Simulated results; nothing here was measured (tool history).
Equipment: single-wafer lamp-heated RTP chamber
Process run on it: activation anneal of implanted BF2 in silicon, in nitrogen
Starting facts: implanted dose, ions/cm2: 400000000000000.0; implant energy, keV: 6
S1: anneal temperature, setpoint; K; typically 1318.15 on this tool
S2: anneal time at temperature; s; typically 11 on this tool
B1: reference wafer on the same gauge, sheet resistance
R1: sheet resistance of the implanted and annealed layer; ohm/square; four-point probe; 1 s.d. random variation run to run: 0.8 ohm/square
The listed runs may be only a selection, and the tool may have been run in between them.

run,day,S1,S2,B1,R1
1,0.000,1339.15,9,321.88,341.04
# day 3.200: pyrometer window cleaned and pyrometer calibrated
2,7.862,1339.15,9,322.09,338.58
3,9.567,1318.15,11,322.09,358.82
# day 12.192: reflector plate cleaned
4,13.121,1318.15,11,322.00,365.06
5,14.950,1318.15,11,322.08,364.53
6,17.517,1325.15,13,322.02,348.45
7,19.204,1325.15,13,322.02,349.16
8,22.725,1318.15,11,321.99,364.33
9,25.096,1318.15,11,321.92,363.12
10,27.817,1318.15,11,321.92,363.83
11,30.396,1318.15,11,321.96,362.52
# day 32.121: pyrometer window cleaned and pyrometer calibrated
12,32.142,1300.15,14,321.96,376.04
13,35.617,1318.15,11,321.81,361.32
14,38.575,1318.15,11,321.99,360.70
# day 39.692: reflector plate cleaned
15,40.788,1318.15,13,321.98,347.92
16,51.004,1318.15,13,322.03,346.75
17,55.433,1318.15,13,321.86,347.54
# day 57.062: pyrometer window cleaned and pyrometer calibrated
18,58.504,1318.15,17,321.95,334.89
19,61.933,1334.15,16,322.04,315.37
# day 62.342: reflector plate cleaned, repeated, since the last time left the tool worse
20,65.279,1303.15,14,322.05,372.45
# day 67.221: gauge calibrated
21,67.488,1294.15,16,321.99,380.13
22,70.388,1308.15,16,321.94,360.70
23,73.879,1333.15,5,322.08,373.97
24,77.088,1290.15,15,322.06,385.85
25,79.054,1303.15,13,321.93,374.55
26,80.683,1290.15,6,321.93,424.97
# day 81.450: pyrometer window cleaned and pyrometer calibrated
# day 87.108: reflector plate cleaned
27,87.946,1318.15,11,321.90,365.99
28,91.854,1306.15,16,321.98,365.69
29,96.200,1343.15,17,322.08,313.66
30,98.250,1318.15,16,322.05,348.22
31,100.117,1330.15,14,322.00,336.98
32,104.275,1327.15,16,322.00,334.55
# day 107.475: pyrometer window cleaned and pyrometer calibrated
33,108.725,1318.15,11,322.07,361.54
34,112.246,1345.15,9,322.01,330.98
# day 115.104: reflector plate cleaned
35,116.029,1290.15,5,321.96,440.68
36,119.046,1318.15,11,322.02,365.15
37,122.900,1318.15,11,322.10,364.17

A few steps of R1 between consecutive runs. Split each: what settings, incoming material and random variation would produce without the hidden state, and what is left over for the hidden state, along with gauge scatter present in only one of the two compared results (measured, and without hidden state):
Hidden conditions of the tool in this case: true wafer temperature minus pyrometer reading, K; wafer temperature error from the tarnished reflector plate, K; gauge reads high (%).
Run 3 -> 4: reflector plate cleaned. R1 +6.24 ohm/square: hidden state +6.15, all else +0.09.
Run 19 -> 20: S1 1334.15 -> 1303.15, S2 16 -> 14, reflector plate cleaned, repeated, since the last time left the tool worse. R1 +57.08 ohm/square: hidden state +11.10, all else +45.98.
Run 26 -> 27: S1 1290.15 -> 1318.15, S2 6 -> 11, pyrometer window cleaned and pyrometer calibrated, reflector plate cleaned. R1 -58.98 ohm/square: hidden state +5.22, all else -64.20.
Run 34 -> 35: S1 1345.15 -> 1290.15, S2 9 -> 5, reflector plate cleaned. R1 +109.70 ohm/square: hidden state +4.24, all else +105.46.
Run 35 -> 36: S1 1290.15 -> 1318.15, S2 5 -> 11. R1 -75.53 ohm/square: hidden state +0.37, all else -75.90.
